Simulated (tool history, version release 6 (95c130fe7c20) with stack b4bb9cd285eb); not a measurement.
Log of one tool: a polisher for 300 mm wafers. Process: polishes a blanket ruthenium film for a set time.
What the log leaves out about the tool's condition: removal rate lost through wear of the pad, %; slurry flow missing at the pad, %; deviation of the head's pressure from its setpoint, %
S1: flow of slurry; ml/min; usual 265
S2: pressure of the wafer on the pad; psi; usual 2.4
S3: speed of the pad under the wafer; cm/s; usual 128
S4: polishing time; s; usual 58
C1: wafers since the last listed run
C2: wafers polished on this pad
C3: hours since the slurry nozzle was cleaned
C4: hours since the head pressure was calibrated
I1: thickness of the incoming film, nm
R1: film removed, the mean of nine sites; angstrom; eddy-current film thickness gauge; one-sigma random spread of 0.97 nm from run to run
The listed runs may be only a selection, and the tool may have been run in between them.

| run | hour | S1 | S2 | S3 | S4 | C1 | C2 | C3 | C4 | I1 | R1 |
|---|---|---|---|---|---|---|---|---|---|---|---|
| 1 | 0.0 | 265 | 2.4 | 128 | 58 | 0 | 3385 | 216.7 | 806.2 | 281.7 | 889 |
| 2 | 28.0 | 265 | 2.4 | 128 | 58 | 299 | 3684 | 244.7 | 834.2 | 280.6 | 903 |
| 3 | 69.7 | 265 | 2.4 | 128 | 58 | 445 | 4130 | 286.4 | 875.9 | 280.3 | 905 |
|  | 78.5 | worn pad replaced by a new one |
| 4 | 112.2 | 265 | 2.4 | 128 | 58 | 411 | 359 | 328.9 | 918.4 | 279.0 | 907 |
| 5 | 179.4 | 265 | 2.4 | 128 | 58 | 717 | 1077 | 396.1 | 985.6 | 273.9 | 911 |
| 6 | 250.8 | 265 | 2.4 | 128 | 58 | 762 | 1840 | 467.5 | 1057.0 | 278.4 | 918 |
|  | 270.2 | slurry nozzle cleaned |
| 7 | 288.2 | 265 | 2.4 | 128 | 58 | 388 | 2229 | 18.0 | 1094.4 | 282.5 | 909 |
| 8 | 318.9 | 265 | 2.6 | 128 | 58 | 327 | 2557 | 48.7 | 1125.1 | 278.3 | 991 |
| 9 | 382.8 | 265 | 2.6 | 128 | 58 | 682 | 3239 | 112.6 | 1189.0 | 281.2 | 975 |
| 10 | 445.3 | 210 | 2.4 | 128 | 58 | 667 | 3907 | 175.1 | 1251.5 | 283.0 | 886 |
|  | 483.6 | worn pad replaced by a new one |
| 11 | 491.1 | 265 | 2.4 | 128 | 58 | 446 | 80 | 220.9 | 1297.3 | 277.4 | 891 |
|  | 499.7 | head pressure recalibrated |
| 12 | 538.0 | 265 | 2.4 | 128 | 58 | 479 | 560 | 267.8 | 38.3 | 282.8 | 908 |
| 13 | 609.7 | 265 | 2.4 | 128 | 58 | 765 | 1325 | 339.5 | 110.0 | 276.9 | 902 |
| 14 | 647.5 | 265 | 2.4 | 128 | 58 | 403 | 1729 | 377.3 | 147.8 | 278.1 | 906 |
|  | 684.8 | slurry nozzle cleaned |
| 15 | 690.6 | 265 | 2.4 | 128 | 58 | 449 | 2179 | 5.8 | 190.9 | 281.7 | 925 |
| 16 | 727.2 | 205 | 1.7 | 112 | 58 | 390 | 2570 | 42.4 | 227.5 | 283.8 | 583 |
| 17 | 789.2 | 235 | 1.9 | 128 | 58 | 662 | 3232 | 104.4 | 289.5 | 276.6 | 736 |
| 18 | 829.1 | 265 | 2.4 | 140 | 63 | 426 | 3658 | 144.3 | 329.4 | 281.1 | 1074 |
| 19 | 862.6 | 265 | 2.4 | 128 | 58 | 357 | 4016 | 177.8 | 362.9 | 281.7 | 915 |
| 20 | 928.4 | 265 | 2.4 | 128 | 48 | 702 | 4719 | 243.6 | 428.7 | 279.4 | 742 |
| 21 | 960.8 | 195 | 3.0 | 166 | 47 | 346 | 5065 | 276.0 | 461.1 | 281.2 | 1119 |
|  | 967.8 | worn pad replaced by a new one |
| 22 | 1005.3 | 170 | 2.8 | 86 | 48 | 432 | 400 | 320.5 | 505.6 | 282.0 | 549 |
| 23 | 1036.8 | 265 | 1.9 | 128 | 58 | 336 | 737 | 352.0 | 537.1 | 280.8 | 741 |
| 24 | 1077.1 | 265 | 2.4 | 128 | 58 | 430 | 1167 | 392.3 | 577.4 | 281.0 | 904 |
|  | 1098.7 | slurry nozzle cleaned |
| 25 | 1147.0 | 335 | 2.4 | 116 | 78 | 736 | 1903 | 48.3 | 647.3 | 285.0 | 1132 |
| 26 | 1186.7 | 265 | 2.9 | 158 | 58 | 424 | 2328 | 88.0 | 687.0 | 280.2 | 1318 |
| 27 | 1250.3 | 265 | 2.4 | 128 | 58 | 679 | 3007 | 151.6 | 750.6 | 279.5 | 895 |
| 28 | 1278.8 | 265 | 2.4 | 170 | 58 | 304 | 3311 | 180.1 | 779.1 | 281.2 | 1208 |
| 29 | 1326.2 | 265 | 2.4 | 106 | 58 | 506 | 3818 | 227.5 | 826.5 | 281.1 | 762 |
| 30 | 1393.2 | 345 | 2.4 | 128 | 58 | 715 | 4533 | 294.5 | 893.5 | 278.6 | 954 |
| 31 | 1421.2 | 195 | 2.7 | 128 | 43 | 299 | 4832 | 322.5 | 921.5 | 280.2 | 717 |
|  | 1446.5 | worn pad replaced by a new one |
| 32 | 1463.3 | 265 | 2.0 | 128 | 58 | 406 | 179 | 364.6 | 963.6 | 275.8 | 780 |
|  | 1516.1 | slurry nozzle cleaned |
| 33 | 1529.9 | 265 | 2.7 | 128 | 42 | 700 | 880 | 13.8 | 1030.2 | 278.0 | 733 |
| 34 | 1593.0 | 265 | 2.4 | 90 | 58 | 674 | 1554 | 76.9 | 1093.3 | 277.5 | 633 |
| 35 | 1635.5 | 240 | 2.4 | 128 | 58 | 453 | 2008 | 119.4 | 1135.8 | 280.6 | 903 |
| 36 | 1671.9 | 265 | 2.4 | 128 | 58 | 388 | 2397 | 155.8 | 1172.2 | 277.2 | 905 |

Here are 5 independent what-if runs from the current tool condition. What would each one return?
| A | 1672.3 | 350 | 2.4 | 128 | 58 | 4 | 2401 | 156.2 | 1172.6 | 282.9 | ? |
| B | 1672.3 | 265 | 2.4 | 142 | 58 | 4 | 2401 | 156.2 | 1172.6 | 282.9 | ? |
| C | 1672.3 | 345 | 2.2 | 94 | 58 | 4 | 2401 | 156.2 | 1172.6 | 282.9 | ? |
| D | 1672.3 | 265 | 2.4 | 168 | 58 | 4 | 2401 | 156.2 | 1172.6 | 282.9 | ? |
| E | 1672.3 | 265 | 2.4 | 172 | 75 | 4 | 2401 | 156.2 | 1172.6 | 282.9 | ? |

| run | R1 |
|---|---|
| A | 940 |
| B | 1015 |
| C | 640 |
| D | 1201 |
| E | 1591 |
What these runs would have given with no unlogged condition in the tool:
| run | R1 |
|---|---|
| A | 940 |
| B | 1015 |
| C | 640 |
| D | 1201 |
| E | 1591 |
